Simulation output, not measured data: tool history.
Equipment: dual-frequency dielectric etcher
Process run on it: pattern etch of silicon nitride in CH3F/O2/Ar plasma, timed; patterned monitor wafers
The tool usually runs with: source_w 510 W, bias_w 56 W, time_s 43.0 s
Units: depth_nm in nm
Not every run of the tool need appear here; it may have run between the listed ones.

run	day	source_w	bias_w	time_s	read-back reference wafer on the same gauge, depth_nm	depth_nm
1	0.000	510	56	34.0	37.85	25.70
2	2.221	510	56	34.0	37.86	25.46
3	4.812	510	60	43.0	37.92	33.13
4	5.333	510	60	43.0	37.83	32.68
# day 6.662: upper electrode replaced
5	6.683	480	56	43.0	37.86	31.59
6	8.008	480	56	43.0	37.86	32.01
7	9.442	480	56	43.0	37.84	31.64
# day 10.088: gauge calibrated
8	10.200	580	69	38.0	37.88	31.18
9	10.767	510	56	43.0	37.86	32.18
10	11.542	420	56	43.0	37.90	30.82
# day 12.583: bias power generator calibrated
11	13.392	570	56	34.0	37.90	26.32
12	14.096	610	45	54.5	37.87	40.86
13	15.071	510	56	43.0	37.92	32.43
14	16.008	510	56	43.0	37.91	32.03
15	16.867	510	56	43.0	37.91	32.25
# day 18.083: wet clean of the chamber
16	18.183	510	49	43.0	37.85	31.09
# day 18.942: source power generator calibrated
17	19.092	510	56	43.0	37.95	32.06
18	20.408	460	62	55.0	37.81	41.40
19	21.362	510	56	43.0	37.92	32.30
20	22.271	400	56	43.0	37.89	30.56
21	23.104	420	56	39.5	37.87	28.15
22	24.596	510	56	43.0	38.00	32.30
23	25.417	420	65	43.0	37.95	31.78
24	26.867	510	45	51.0	37.88	36.22
25	27.988	620	65	36.5	38.00	30.02
26	29.188	510	56	53.5	37.93	40.00
27	29.879	440	66	43.0	37.99	32.43
28	30.392	420	56	39.5	37.99	28.16
29	30.938	510	56	43.0	37.94	32.14
30	32.325	580	47	51.0	37.93	38.35

What if the next run were any one of these 4? Each begins from the tool's condition after run 30:
A	32.342	510	56	43.0	?	?
B	32.342	630	64	56.0	?	?
C	32.342	510	56	53.0	?	?
D	32.342	470	56	31.0	?	?

run	read-back reference wafer on the same gauge, depth_nm	depth_nm
A	37.94	32.42
B	37.94	46.39
C	37.94	39.96
D	37.94	22.86
With no hidden state in the tool, these same runs would have given:
run	depth_nm
A	32.42
B	46.39
C	39.96
D	22.86

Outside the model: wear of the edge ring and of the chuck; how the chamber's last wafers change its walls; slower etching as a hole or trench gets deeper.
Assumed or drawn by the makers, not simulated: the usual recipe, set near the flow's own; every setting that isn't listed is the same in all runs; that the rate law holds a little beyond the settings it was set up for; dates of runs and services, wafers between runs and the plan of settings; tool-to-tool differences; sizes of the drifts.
